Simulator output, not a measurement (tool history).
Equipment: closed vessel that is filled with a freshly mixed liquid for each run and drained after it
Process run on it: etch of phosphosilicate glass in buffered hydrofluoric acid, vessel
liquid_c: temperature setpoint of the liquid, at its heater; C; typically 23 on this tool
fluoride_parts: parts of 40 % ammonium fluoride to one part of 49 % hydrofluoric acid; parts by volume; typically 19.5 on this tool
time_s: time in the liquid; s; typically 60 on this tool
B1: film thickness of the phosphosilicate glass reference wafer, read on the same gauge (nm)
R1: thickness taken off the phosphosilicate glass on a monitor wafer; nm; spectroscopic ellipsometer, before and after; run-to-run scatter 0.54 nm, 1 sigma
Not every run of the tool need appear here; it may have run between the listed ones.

run 1 hour=0 | liquid_c=23 fluoride_parts=19.5 time_s=60 | B1=110 | R1=111.63
run 2 hour=14.9 | liquid_c=23 fluoride_parts=19.5 time_s=60 | B1=110 | R1=112.11
run 3 hour=25.3 | liquid_c=23 fluoride_parts=19.5 time_s=80 | B1=110.04 | R1=148.73
run 4 hour=39.8 | liquid_c=23 fluoride_parts=19.5 time_s=80 | B1=110.02 | R1=149.04
run 5 hour=51.6 | liquid_c=23 fluoride_parts=19.5 time_s=80 | B1=110.02 | R1=151.8
run 6 hour=68 | liquid_c=23 fluoride_parts=21.5 time_s=60 | B1=109.98 | R1=104.52
run 7 hour=77.2 | liquid_c=23 fluoride_parts=21.5 time_s=60 | B1=109.98 | R1=105.11
run 8 hour=93.9 | liquid_c=27 fluoride_parts=17 time_s=60 | B1=110.01 | R1=161.19
run 9 hour=106.8 | liquid_c=27 fluoride_parts=17 time_s=60 | B1=110.03 | R1=162.78
-- hour=112.2 thermometer replaced
run 10 hour=114.3 | liquid_c=23 fluoride_parts=19.5 time_s=60 | B1=109.96 | R1=102.55
run 11 hour=125.2 | liquid_c=23 fluoride_parts=19.5 time_s=60 | B1=110.02 | R1=102.17
run 12 hour=140.3 | liquid_c=27 fluoride_parts=14 time_s=70 | B1=109.97 | R1=203.68
run 13 hour=151.5 | liquid_c=23 fluoride_parts=24.5 time_s=60 | B1=110 | R1=87.77
-- hour=151.8 gauge calibrated
run 14 hour=161.3 | liquid_c=27 fluoride_parts=19.5 time_s=45 | B1=109.96 | R1=95.51
run 15 hour=175.8 | liquid_c=26.5 fluoride_parts=19.5 time_s=60 | B1=110 | R1=124.24
run 16 hour=193.3 | liquid_c=23 fluoride_parts=19.5 time_s=60 | B1=109.96 | R1=103.71
-- hour=200 hydrofluoric acid flow meter replaced
run 17 hour=238.5 | liquid_c=18 fluoride_parts=19.5 time_s=60 | B1=110.04 | R1=78.56
run 18 hour=245.5 | liquid_c=23 fluoride_parts=19.5 time_s=60 | B1=109.98 | R1=104.47
run 19 hour=262 | liquid_c=18 fluoride_parts=19.5 time_s=60 | B1=110.04 | R1=79.67
run 20 hour=279.5 | liquid_c=23 fluoride_parts=26 time_s=70 | B1=109.99 | R1=100.38
run 21 hour=286.5 | liquid_c=25 fluoride_parts=12 time_s=30 | B1=109.97 | R1=94.71
run 22 hour=294.8 | liquid_c=23 fluoride_parts=19.5 time_s=60 | B1=110 | R1=103.95
run 23 hour=301.5 | liquid_c=25.5 fluoride_parts=19.5 time_s=45 | B1=110.02 | R1=90.47

3 options for the next run, each taken on its own from the tool as it stands now. Forecast them:
run A hour=302.2 | liquid_c=23 fluoride_parts=15.5 time_s=60 | B1=? | R1=?
run B hour=302.2 | liquid_c=20 fluoride_parts=19.5 time_s=60 | B1=? | R1=?
run C hour=302.2 | liquid_c=23 fluoride_parts=26 time_s=80 | B1=? | R1=?

run=A B1=110.03 R1=131.91
run=B B1=110.03 R1=89.11
run=C B1=110.03 R1=114.21
Without the tool's unlogged condition, the same runs would have read:
run=A R1=126.73
run=B R1=85.54
run=C R1=109.7

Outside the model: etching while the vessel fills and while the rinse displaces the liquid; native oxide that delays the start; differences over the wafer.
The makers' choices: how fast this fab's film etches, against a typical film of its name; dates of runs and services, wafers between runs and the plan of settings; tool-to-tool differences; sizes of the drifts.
